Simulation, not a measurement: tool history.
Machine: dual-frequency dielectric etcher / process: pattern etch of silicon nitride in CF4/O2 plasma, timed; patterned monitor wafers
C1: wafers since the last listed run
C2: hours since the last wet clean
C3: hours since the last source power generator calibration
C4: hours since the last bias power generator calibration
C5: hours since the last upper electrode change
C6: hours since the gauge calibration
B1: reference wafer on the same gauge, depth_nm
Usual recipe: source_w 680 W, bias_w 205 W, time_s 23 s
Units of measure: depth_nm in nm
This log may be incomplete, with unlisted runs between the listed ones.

{"run": 1, "hour": 0.0, "source_w": 680, "bias_w": 205, "time_s": 23, "C1": 0, "C2": 473.3, "C3": 3574.5, "C4": 856.6, "C5": 3159.7, "C6": 248.8, "B1": 65.7, "depth_nm": 62.8}
{"run": 2, "hour": 31.8, "source_w": 680, "bias_w": 205, "time_s": 23, "C1": 630, "C2": 505.1, "C3": 3606.3, "C4": 888.4, "C5": 3191.5, "C6": 280.6, "B1": 65.7, "depth_nm": 63}
{"hour": 60.5, "done": "wet clean of the chamber"}
{"run": 3, "hour": 93.9, "source_w": 680, "bias_w": 205, "time_s": 23, "C1": 754, "C2": 33.4, "C3": 3668.4, "C4": 950.5, "C5": 3253.6, "C6": 342.7, "B1": 65.7, "depth_nm": 62.9}
{"run": 4, "hour": 128.9, "source_w": 680, "bias_w": 205, "time_s": 23, "C1": 693, "C2": 68.4, "C3": 3703.4, "C4": 985.5, "C5": 3288.6, "C6": 377.7, "B1": 65.7, "depth_nm": 63}
{"run": 5, "hour": 197.5, "source_w": 680, "bias_w": 205, "time_s": 23, "C1": 1359, "C2": 137, "C3": 3772, "C4": 1054.1, "C5": 3357.2, "C6": 446.3, "B1": 65.7, "depth_nm": 63.1}
{"run": 6, "hour": 255.3, "source_w": 680, "bias_w": 205, "time_s": 23, "C1": 1145, "C2": 194.8, "C3": 3829.8, "C4": 1111.9, "C5": 3415, "C6": 504.1, "B1": 65.7, "depth_nm": 63.1}
{"run": 7, "hour": 294.9, "source_w": 680, "bias_w": 205, "time_s": 23, "C1": 784, "C2": 234.4, "C3": 3869.4, "C4": 1151.5, "C5": 3454.6, "C6": 543.7, "B1": 65.7, "depth_nm": 63.2}
{"run": 8, "hour": 349.4, "source_w": 680, "bias_w": 230, "time_s": 23, "C1": 1079, "C2": 288.9, "C3": 3923.9, "C4": 1206, "C5": 3509.1, "C6": 598.2, "B1": 65.7, "depth_nm": 66.3}
{"run": 9, "hour": 376.3, "source_w": 680, "bias_w": 230, "time_s": 23, "C1": 532, "C2": 315.8, "C3": 3950.8, "C4": 1232.9, "C5": 3536, "C6": 625.1, "B1": 65.7, "depth_nm": 66.6}
{"hour": 551.2, "done": "upper electrode replaced"}
{"hour": 580.3, "done": "wet clean of the chamber"}
{"run": 10, "hour": 580.8, "source_w": 680, "bias_w": 230, "time_s": 23, "C1": 3100, "C2": 0.5, "C3": 4155.3, "C4": 1437.4, "C5": 29.6, "C6": 829.6, "B1": 65.7, "depth_nm": 66.8}
{"run": 11, "hour": 604.0, "source_w": 680, "bias_w": 205, "time_s": 23, "C1": 459, "C2": 23.7, "C3": 4178.5, "C4": 1460.6, "C5": 52.8, "C6": 852.8, "B1": 65.7, "depth_nm": 63.2}
{"hour": 624.6, "done": "gauge calibrated"}
{"run": 12, "hour": 636.0, "source_w": 680, "bias_w": 205, "time_s": 23, "C1": 634, "C2": 55.7, "C3": 4210.5, "C4": 1492.6, "C5": 84.8, "C6": 11.4, "B1": 65.7, "depth_nm": 62.9}
{"hour": 669.2, "done": "bias power generator calibrated"}
{"run": 13, "hour": 696.3, "source_w": 550, "bias_w": 193, "time_s": 23, "C1": 1115, "C2": 116, "C3": 4270.8, "C4": 27.1, "C5": 145.1, "C6": 71.7, "B1": 65.7, "depth_nm": 53.2}
{"run": 14, "hour": 724.3, "source_w": 600, "bias_w": 242, "time_s": 28, "C1": 554, "C2": 144, "C3": 4298.8, "C4": 55.1, "C5": 173.1, "C6": 99.7, "B1": 65.7, "depth_nm": 76.4}
{"run": 15, "hour": 787.5, "source_w": 680, "bias_w": 182, "time_s": 23, "C1": 1252, "C2": 207.2, "C3": 4362, "C4": 118.3, "C5": 236.3, "C6": 162.9, "B1": 65.7, "depth_nm": 59.7}
{"hour": 803.8, "done": "source power generator calibrated"}
{"run": 16, "hour": 828.8, "source_w": 680, "bias_w": 205, "time_s": 23, "C1": 739, "C2": 248.5, "C3": 25, "C4": 159.6, "C5": 277.6, "C6": 204.2, "B1": 65.7, "depth_nm": 63.2}
{"run": 17, "hour": 853.4, "source_w": 680, "bias_w": 205, "time_s": 23, "C1": 487, "C2": 273.1, "C3": 49.6, "C4": 184.2, "C5": 302.2, "C6": 228.8, "B1": 65.7, "depth_nm": 63.1}
{"run": 18, "hour": 897.4, "source_w": 630, "bias_w": 232, "time_s": 23, "C1": 871, "C2": 317.1, "C3": 93.6, "C4": 228.2, "C5": 346.2, "C6": 272.8, "B1": 65.7, "depth_nm": 63.6}
{"run": 19, "hour": 963.5, "source_w": 840, "bias_w": 154, "time_s": 25.5, "C1": 1309, "C2": 383.2, "C3": 159.7, "C4": 294.3, "C5": 412.3, "C6": 338.9, "B1": 65.7, "depth_nm": 70.7}
{"run": 20, "hour": 996.4, "source_w": 620, "bias_w": 155, "time_s": 28, "C1": 651, "C2": 416.1, "C3": 192.6, "C4": 327.2, "C5": 445.2, "C6": 371.8, "B1": 65.7, "depth_nm": 63}
{"run": 21, "hour": 1035.0, "source_w": 680, "bias_w": 240, "time_s": 23, "C1": 764, "C2": 454.7, "C3": 231.2, "C4": 365.8, "C5": 483.8, "C6": 410.4, "B1": 65.7, "depth_nm": 68.3}
{"run": 22, "hour": 1061.9, "source_w": 830, "bias_w": 228, "time_s": 18, "C1": 532, "C2": 481.6, "C3": 258.1, "C4": 392.7, "C5": 510.7, "C6": 437.3, "B1": 65.7, "depth_nm": 59.5}
{"hour": 1091.2, "done": "wet clean of the chamber"}
{"run": 23, "hour": 1091.7, "source_w": 680, "bias_w": 238, "time_s": 23, "C1": 114, "C2": 0.5, "C3": 287.9, "C4": 422.5, "C5": 540.5, "C6": 467.1, "B1": 65.8, "depth_nm": 67.6}

What does the tool deliver on the next run?
{"run": 24, "hour": 1142.9, "source_w": 600, "bias_w": 205, "time_s": 16.5, "C1": 1014, "C2": 51.7, "C3": 339.1, "C4": 473.7, "C5": 591.7, "C6": 518.3, "B1": "?", "depth_nm": "?"}

{"run 24": {"B1": 65.7, "depth_nm": 41.6}}
The same run, on a tool lacking any hidden state, would have yielded depth_nm 41.6 nm.
